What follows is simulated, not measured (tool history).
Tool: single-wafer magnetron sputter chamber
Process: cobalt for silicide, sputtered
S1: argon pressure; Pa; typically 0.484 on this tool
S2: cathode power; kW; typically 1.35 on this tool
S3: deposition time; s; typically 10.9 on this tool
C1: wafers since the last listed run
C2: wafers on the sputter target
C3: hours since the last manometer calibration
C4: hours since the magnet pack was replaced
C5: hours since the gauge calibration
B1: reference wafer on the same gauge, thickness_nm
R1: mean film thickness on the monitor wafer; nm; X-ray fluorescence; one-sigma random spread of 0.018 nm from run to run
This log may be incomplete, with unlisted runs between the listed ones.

{"run": 1, "day": 0.0, "S1": 0.484, "S2": 1.35, "S3": 12.3, "C1": 0, "C2": 7845, "C3": 436.7, "C4": 6298.7, "C5": 1124.2, "B1": 6.706, "R1": 7.924}
{"run": 2, "day": 1.879, "S1": 0.484, "S2": 1.25, "S3": 10.9, "C1": 1362, "C2": 9207, "C3": 481.8, "C4": 6343.8, "C5": 1169.3, "B1": 6.713, "R1": 6.475}
{"run": 3, "day": 3.658, "S1": 0.484, "S2": 1.25, "S3": 10.9, "C1": 1289, "C2": 10497, "C3": 524.5, "C4": 6386.5, "C5": 1212, "B1": 6.711, "R1": 6.518}
{"run": 4, "day": 4.95, "S1": 0.484, "S2": 1.35, "S3": 10.9, "C1": 936, "C2": 11433, "C3": 555.5, "C4": 6417.5, "C5": 1243, "B1": 6.711, "R1": 7.033}
{"day": 6.775, "done": "sputter target and shields replaced"}
{"run": 5, "day": 6.8, "S1": 0.484, "S2": 1.35, "S3": 10.9, "C1": 1099, "C2": 16, "C3": 599.9, "C4": 6461.9, "C5": 1287.4, "B1": 6.711, "R1": 7.16}
{"run": 6, "day": 8.95, "S1": 0.484, "S2": 1.35, "S3": 10.9, "C1": 1558, "C2": 1575, "C3": 651.5, "C4": 6513.5, "C5": 1339, "B1": 6.708, "R1": 7.106}
{"run": 7, "day": 17.121, "S1": 0.623, "S2": 1.6, "S3": 10.9, "C1": 5923, "C2": 7499, "C3": 847.6, "C4": 6709.6, "C5": 1535.1, "B1": 6.709, "R1": 7.881}
{"run": 8, "day": 18.908, "S1": 0.623, "S2": 1.6, "S3": 10.9, "C1": 1295, "C2": 8795, "C3": 890.5, "C4": 6752.5, "C5": 1578, "B1": 6.711, "R1": 7.872}
{"run": 9, "day": 20.892, "S1": 0.484, "S2": 1.35, "S3": 10.1, "C1": 1437, "C2": 10232, "C3": 938.1, "C4": 6800.1, "C5": 1625.6, "B1": 6.71, "R1": 6.558}
{"day": 22.692, "done": "gauge calibrated"}
{"run": 10, "day": 23.308, "S1": 0.484, "S2": 1.35, "S3": 10.1, "C1": 1752, "C2": 11984, "C3": 996.1, "C4": 6858.1, "C5": 14.8, "B1": 6.71, "R1": 6.521}
{"run": 11, "day": 26.067, "S1": 0.416, "S2": 1.35, "S3": 10.9, "C1": 1999, "C2": 13984, "C3": 1062.3, "C4": 6924.3, "C5": 81, "B1": 6.707, "R1": 7.292}
{"day": 26.725, "done": "sputter target and shields replaced"}
{"run": 12, "day": 29.058, "S1": 0.484, "S2": 1.35, "S3": 10.9, "C1": 1927, "C2": 1692, "C3": 1134.1, "C4": 6996.1, "C5": 152.8, "B1": 6.709, "R1": 7.132}
{"run": 13, "day": 31.975, "S1": 0.484, "S2": 1.35, "S3": 10.9, "C1": 2114, "C2": 3807, "C3": 1204.1, "C4": 7066.1, "C5": 222.8, "B1": 6.71, "R1": 7.146}
{"run": 14, "day": 34.488, "S1": 0.484, "S2": 1.35, "S3": 10.9, "C1": 1821, "C2": 5628, "C3": 1264.4, "C4": 7126.4, "C5": 283.1, "B1": 6.709, "R1": 7.076}
{"run": 15, "day": 37.4, "S1": 0.552, "S2": 1.45, "S3": 10.9, "C1": 2111, "C2": 7740, "C3": 1334.3, "C4": 7196.3, "C5": 353, "B1": 6.711, "R1": 7.358}
{"day": 38.658, "done": "magnet pack replaced"}
{"run": 16, "day": 39.133, "S1": 0.552, "S2": 1.45, "S3": 10.9, "C1": 1014, "C2": 8755, "C3": 1375.9, "C4": 11.4, "C5": 394.6, "B1": 6.711, "R1": 7.393}
{"run": 17, "day": 40.246, "S1": 0.484, "S2": 1.35, "S3": 10.9, "C1": 806, "C2": 9561, "C3": 1402.6, "C4": 38.1, "C5": 421.3, "B1": 6.708, "R1": 7.085}
{"run": 18, "day": 42.204, "S1": 0.628, "S2": 1.35, "S3": 9.9, "C1": 1419, "C2": 10981, "C3": 1449.6, "C4": 85.1, "C5": 468.3, "B1": 6.71, "R1": 6.017}
{"day": 44.404, "done": "sputter target and shields replaced"}
{"run": 19, "day": 44.85, "S1": 0.484, "S2": 1.35, "S3": 10.9, "C1": 1676, "C2": 322, "C3": 1513.1, "C4": 148.6, "C5": 531.8, "B1": 6.712, "R1": 7.137}
{"run": 20, "day": 47.033, "S1": 0.484, "S2": 1.35, "S3": 12.8, "C1": 1582, "C2": 1905, "C3": 1565.5, "C4": 201, "C5": 584.2, "B1": 6.709, "R1": 8.375}
{"run": 21, "day": 49.229, "S1": 0.484, "S2": 1.35, "S3": 10.9, "C1": 1591, "C2": 3497, "C3": 1618.2, "C4": 253.7, "C5": 636.9, "B1": 6.709, "R1": 7.117}
{"run": 22, "day": 52.217, "S1": 0.484, "S2": 1.6, "S3": 10.9, "C1": 2165, "C2": 5663, "C3": 1689.9, "C4": 325.4, "C5": 708.6, "B1": 6.713, "R1": 8.409}
{"run": 23, "day": 53.217, "S1": 0.315, "S2": 1.15, "S3": 11.7, "C1": 724, "C2": 6388, "C3": 1713.9, "C4": 349.4, "C5": 732.6, "B1": 6.711, "R1": 7.003}
{"day": 57.183, "done": "capacitance manometer re-zeroed and calibrated"}
{"day": 60.646, "done": "sputter target and shields replaced"}
{"run": 24, "day": 61.425, "S1": 0.484, "S2": 1.45, "S3": 9.6, "C1": 5467, "C2": 565, "C3": 101.8, "C4": 546.4, "C5": 929.6, "B1": 6.712, "R1": 6.656}
{"run": 25, "day": 63.788, "S1": 0.484, "S2": 1.35, "S3": 10.9, "C1": 1712, "C2": 2278, "C3": 158.5, "C4": 603.1, "C5": 986.3, "B1": 6.71, "R1": 7.018}
{"run": 26, "day": 65.771, "S1": 0.58, "S2": 1.35, "S3": 10.9, "C1": 1437, "C2": 3715, "C3": 206.1, "C4": 650.7, "C5": 1033.9, "B1": 6.71, "R1": 6.72}
{"run": 27, "day": 67.942, "S1": 0.563, "S2": 1.35, "S3": 9.7, "C1": 1573, "C2": 5289, "C3": 258.2, "C4": 702.8, "C5": 1086, "B1": 6.705, "R1": 6.035}
{"run": 28, "day": 69.975, "S1": 0.644, "S2": 1.35, "S3": 13.1, "C1": 1474, "C2": 6763, "C3": 307, "C4": 751.6, "C5": 1134.8, "B1": 6.711, "R1": 7.83}
{"run": 29, "day": 72.354, "S1": 0.387, "S2": 1.35, "S3": 9.4, "C1": 1724, "C2": 8488, "C3": 364.1, "C4": 808.7, "C5": 1191.9, "B1": 6.708, "R1": 6.355}
{"run": 30, "day": 74.367, "S1": 0.484, "S2": 1.55, "S3": 12.3, "C1": 1458, "C2": 9947, "C3": 412.4, "C4": 857, "C5": 1240.2, "B1": 6.712, "R1": 9.078}
{"run": 31, "day": 75.842, "S1": 0.484, "S2": 1.55, "S3": 10.9, "C1": 1069, "C2": 11016, "C3": 447.8, "C4": 892.4, "C5": 1275.6, "B1": 6.71, "R1": 8.045}
{"run": 32, "day": 76.942, "S1": 0.595, "S2": 1.05, "S3": 10.9, "C1": 797, "C2": 11814, "C3": 474.2, "C4": 918.8, "C5": 1302, "B1": 6.712, "R1": 5.199}
{"day": 79.721, "done": "sputter target and shields replaced"}
{"run": 33, "day": 79.742, "S1": 0.484, "S2": 1.35, "S3": 10.9, "C1": 1788, "C2": 15, "C3": 541.4, "C4": 986, "C5": 1369.2, "B1": 6.712, "R1": 7.121}
{"run": 34, "day": 81.325, "S1": 0.294, "S2": 1.35, "S3": 10.9, "C1": 1147, "C2": 1162, "C3": 579.4, "C4": 1024, "C5": 1407.2, "B1": 6.709, "R1": 7.714}
{"run": 35, "day": 82.792, "S1": 0.579, "S2": 1.35, "S3": 10.9, "C1": 1063, "C2": 2226, "C3": 614.6, "C4": 1059.2, "C5": 1442.4, "B1": 6.714, "R1": 6.752}
{"run": 36, "day": 85.121, "S1": 0.299, "S2": 1.05, "S3": 12, "C1": 1688, "C2": 3914, "C3": 670.5, "C4": 1115.1, "C5": 1498.3, "B1": 6.716, "R1": 6.599}

Hidden state at the last listed run before each entry between runs and at the first one after, where it differs:
Run 4 -> run 5: sputter target and shields replaced (day 6.775)
  deposition rate above that of a new target (%): -1.43 -> -0.0199; true argon pressure above the setpoint (%): -4.67 -> -4.94
  difference, measured minus the result without the unlogged condition, R1: -0.022 -> +0.083 nm
Run 9 -> run 10: gauge calibrated (day 22.692)
  deposition rate above that of a new target (%): -1.33 -> -1.39; true argon pressure above the setpoint (%): -6.43 -> -6.62
  difference, measured minus the result without the unlogged condition, R1: +0.014 -> +0.013 nm
Run 11 -> run 12: sputter target and shields replaced (day 26.725)
  deposition rate above that of a new target (%): -1.42 -> -0.522; true argon pressure above the setpoint (%): -6.8 -> -6.98
  difference, measured minus the result without the unlogged condition, R1: -0.011 -> +0.083 nm
Run 15 -> run 16: magnet pack replaced (day 38.658)
  deposition rate above that of a new target (%): -1.27 -> -1.34; true argon pressure above the setpoint (%): -7.38 -> -7.44
  difference, measured minus the result without the unlogged condition, R1: +0.065 -> +0.061 nm
Run 18 -> run 19: sputter target and shields replaced (day 44.404)
  deposition rate above that of a new target (%): -1.42 -> -0.342; true argon pressure above the setpoint (%): -7.55 -> -7.63
  difference, measured minus the result without the unlogged condition, R1: +0.071 -> +0.107 nm
Run 23 -> run 24: capacitance manometer re-zeroed and calibrated (day 57.183); sputter target and shields replaced (day 60.646)
  deposition rate above that of a new target (%): -1.35 -> -0.208; true argon pressure above the setpoint (%): -7.84 -> -0.559
  difference, measured minus the result without the unlogged condition, R1: -0.036 -> -0.004 nm
Run 32 -> run 33: sputter target and shields replaced (day 79.721)
  deposition rate above that of a new target (%): -1.4 -> -0.24; true argon pressure above the setpoint (%): -4.31 -> -4.77
  difference, measured minus the result without the unlogged condition, R1: -0.002 -> +0.065 nm
